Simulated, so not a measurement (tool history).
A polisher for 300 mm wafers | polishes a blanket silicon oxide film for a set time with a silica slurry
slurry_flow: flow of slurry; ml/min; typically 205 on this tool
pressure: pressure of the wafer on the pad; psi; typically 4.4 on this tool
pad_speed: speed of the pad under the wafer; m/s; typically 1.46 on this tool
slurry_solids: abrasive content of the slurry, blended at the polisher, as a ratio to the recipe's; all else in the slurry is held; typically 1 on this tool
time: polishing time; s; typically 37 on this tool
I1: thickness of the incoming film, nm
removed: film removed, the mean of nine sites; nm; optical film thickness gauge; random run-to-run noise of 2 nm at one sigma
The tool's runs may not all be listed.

Run 1, hour 0: usual settings; I1 1601.7. Result: removed 125.1 nm.
At hour 0.7: head pressure recalibrated.
Run 2, hour 62.3: usual settings; I1 1588.9. Result: removed 121.4 nm.
At hour 73.5: slurry nozzle cleaned.
At hour 83.1: worn pad replaced by a new one.
Run 3, hour 103.2: usual settings; I1 1593.3. Result: removed 117 nm.
At hour 117.5: conditioning disc replaced and pad reconditioned.
At hour 148.9: slurry blender recalibrated.
Run 4, hour 149.4: usual settings; I1 1632.9. Result: removed 130.2 nm.
Run 5, hour 215.7: usual settings; I1 1588. Result: removed 128.4 nm.
Run 6, hour 282: usual settings; I1 1613. Result: removed 127.2 nm.
Run 7, hour 311: usual settings; I1 1601.7. Result: removed 128.4 nm.
Run 8, hour 346.8: usual settings but slurry_flow 185 ml/min; I1 1612.6. Result: removed 122.1 nm.
At hour 352.4: worn pad replaced by a new one.
Run 9, hour 402.3: usual settings; I1 1575. Result: removed 123.5 nm.
At hour 416.4: conditioning disc replaced and pad reconditioned.
At hour 464.9: slurry nozzle cleaned.
At hour 486.2: slurry blender recalibrated.
Run 10, hour 603.3: usual settings but slurry_flow 175 ml/min, pad_speed 0.96 m/s, slurry_solids 0.85; I1 1636.6. Result: removed 92.7 nm.
At hour 608.5: worn pad replaced by a new one.
Run 11, hour 653.5: usual settings but slurry_flow 245 ml/min, slurry_solids 1.3, time 49 s; I1 1600.3. Result: removed 191.1 nm.
At hour 667.4: conditioning disc replaced and pad reconditioned.
Run 12, hour 717.3: usual settings but slurry_solids 1.25; I1 1625.3. Result: removed 134.5 nm.
At hour 728.2: head pressure recalibrated.
At hour 826.6: slurry blender recalibrated.
At hour 847.2: worn pad replaced by a new one.
Run 13, hour 860.2: usual settings but slurry_flow 245 ml/min, slurry_solids 1.3, time 49 s; I1 1602.8. Result: removed 199 nm.
At hour 919.3: conditioning disc replaced and pad reconditioned.
Run 14, hour 927.5: usual settings but pad_speed 1.84 m/s, slurry_solids 0.85; I1 1600. Result: removed 133.2 nm.
At hour 950.5: slurry nozzle cleaned.
Run 15, hour 954.5: usual settings but slurry_solids 1.25; I1 1589.4. Result: removed 136.9 nm.
Run 16, hour 980.3: usual settings but slurry_flow 150 ml/min, pad_speed 1.12 m/s, slurry_solids 0.8; I1 1598.7. Result: removed 92.9 nm.
At hour 1107.5: worn pad replaced by a new one.
At hour 1138.7: slurry blender recalibrated.
At hour 1164.1: conditioning disc replaced and pad reconditioned.
Run 17, hour 1171.7: usual settings but pressure 2.9 psi; I1 1576.3. Result: removed 90.9 nm.
Run 18, hour 1216.3: usual settings but time 33 s; I1 1617.2. Result: removed 113.5 nm.
Run 19, hour 1286.2: usual settings but pad_speed 1.14 m/s, slurry_solids 1.25; I1 1604.2. Result: removed 127.7 nm.

Measured less the same run without the tool's hidden state. The same run-to-run variation is in both; the gauge's scatter may not be:
The tool's hidden condition here consists of: removal rate lost through wear of the pad, %; slurry flow missing at the pad, %; deviation of the head's pressure from its setpoint, %; abrasive missing from the slurry, %; time polished since the conditioner stopped cutting, s.
run  removed
  1    -10.5
  2    -14.4
  3    -16.7
  4     -0.8
  5     -4.2
  6       -8
  7     -9.9
  8    -11.7
  9    -15.8
 10     -6.3
 11    -14.2
 12    -14.4
 13     -5.7
 14     -9.3
 15     -9.2
 16     -9.6
 17     -1.6
 18     -4.1
 19     -7.6
